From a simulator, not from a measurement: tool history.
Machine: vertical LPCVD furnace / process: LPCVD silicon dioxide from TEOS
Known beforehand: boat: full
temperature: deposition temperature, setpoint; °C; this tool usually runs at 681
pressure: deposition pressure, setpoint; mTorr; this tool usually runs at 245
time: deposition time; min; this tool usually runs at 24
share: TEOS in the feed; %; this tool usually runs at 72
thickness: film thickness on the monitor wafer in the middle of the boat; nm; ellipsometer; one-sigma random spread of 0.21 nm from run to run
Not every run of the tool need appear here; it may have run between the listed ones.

| run | hour | temperature | pressure | time | share | wafers since the last listed run | hours since the last temperature calibration | hours since the pressure gauge was zeroed | hours since the TEOS flow controller was replaced | hours since the gauge calibration | read-back reference wafer on the same gauge, thickness | thickness |
|---|---|---|---|---|---|---|---|---|---|---|---|---|
| 1 | 0 | 681 | 245 | 24 | 72 | 0 | 2516.5 | 1988.4 | 6045 | 143.2 | 99.94 | 116.2 |
| 2 | 17.1 | 681 | 245 | 24 | 72 | 315 | 2533.6 | 2005.5 | 6062.1 | 160.3 | 99.98 | 116.13 |
| 3 | 62.7 | 681 | 245 | 24 | 72 | 841 | 2579.2 | 2051.1 | 6107.7 | 205.9 | 100.05 | 116.36 |
| 4 | 79.8 | 686 | 230 | 24 | 72 | 315 | 2596.3 | 2068.2 | 6124.8 | 223 | 100.1 | 126.7 |
| 5 | 92.2 | 686 | 230 | 24 | 72 | 228 | 2608.7 | 2080.6 | 6137.2 | 235.4 | 100.1 | 127.39 |
| 6 | 109.6 | 686 | 230 | 24 | 72 | 320 | 2626.1 | 2098 | 6154.6 | 252.8 | 100.03 | 126.95 |
| 7 | 123.2 | 681 | 210 | 26.5 | 72 | 250 | 2639.7 | 2111.6 | 6168.2 | 266.4 | 99.93 | 118.74 |
|  | 128.6 | gauge calibrated |
| 8 | 131.2 | 681 | 210 | 26.5 | 72 | 147 | 2647.7 | 2119.6 | 6176.2 | 2.6 | 100.08 | 118.76 |
| 9 | 139.6 | 681 | 245 | 24 | 72 | 154 | 2656.1 | 2128 | 6184.6 | 11 | 100.04 | 116.33 |
| 10 | 153.9 | 681 | 245 | 24 | 72 | 263 | 2670.4 | 2142.3 | 6198.9 | 25.3 | 100.02 | 116.14 |
|  | 180.9 | TEOS flow controller replaced |
|  | 192.8 | thermocouples replaced and temperature profile calibrated |
|  | 207.5 | pressure gauge zeroed |
| 11 | 208 | 691 | 245 | 15.5 | 60 | 64 | 15.2 | 0.5 | 27.1 | 79.4 | 100.05 | 79.35 |
| 12 | 211.9 | 677 | 200 | 26.5 | 82 | 71 | 19.1 | 4.4 | 31 | 83.3 | 100.01 | 102.23 |
| 13 | 215.7 | 681 | 245 | 24 | 72 | 70 | 22.9 | 8.2 | 34.8 | 87.1 | 99.92 | 106.01 |
| 14 | 219.6 | 691 | 245 | 15.5 | 60 | 71 | 26.8 | 12.1 | 38.7 | 91 | 99.98 | 79.22 |
| 15 | 223.5 | 681 | 245 | 24 | 72 | 71 | 30.7 | 16 | 42.6 | 94.9 | 100.06 | 106.24 |
| 16 | 234.6 | 673 | 205 | 24 | 72 | 204 | 41.8 | 27.1 | 53.7 | 106 | 99.95 | 80.06 |
| 17 | 244.6 | 673 | 280 | 24 | 80 | 184 | 51.8 | 37.1 | 63.7 | 116 | 99.94 | 98.45 |
| 18 | 259.3 | 671 | 195 | 17.5 | 62 | 271 | 66.5 | 51.8 | 78.4 | 130.7 | 99.92 | 50.42 |
| 19 | 273.5 | 681 | 245 | 24 | 72 | 261 | 80.7 | 66 | 92.6 | 144.9 | 100 | 106.82 |
| 20 | 281.2 | 681 | 185 | 15 | 72 | 142 | 88.4 | 73.7 | 100.3 | 152.6 | 99.94 | 57.94 |

Each row is a separate what-if for the run after 20, all from the same tool condition, not one after another. Results?
| A | 285.2 | 681 | 245 | 24 | 67 | 73 | 92.4 | 77.7 | 104.3 | 156.6 | ? | ? |
| B | 285.2 | 684 | 245 | 21 | 60 | 73 | 92.4 | 77.7 | 104.3 | 156.6 | ? | ? |
| C | 285.2 | 681 | 245 | 24 | 83 | 73 | 92.4 | 77.7 | 104.3 | 156.6 | ? | ? |

| run | read-back reference wafer on the same gauge, thickness | thickness |
|---|---|---|
| A | 100.13 | 103.35 |
| B | 100.13 | 91.99 |
| C | 100.13 | 115.03 |
Stripped of hidden state, with their random variation kept, the same runs would have yielded:
| run | thickness |
|---|---|
| A | 101.55 |
| B | 90.4 |
| C | 113.03 |

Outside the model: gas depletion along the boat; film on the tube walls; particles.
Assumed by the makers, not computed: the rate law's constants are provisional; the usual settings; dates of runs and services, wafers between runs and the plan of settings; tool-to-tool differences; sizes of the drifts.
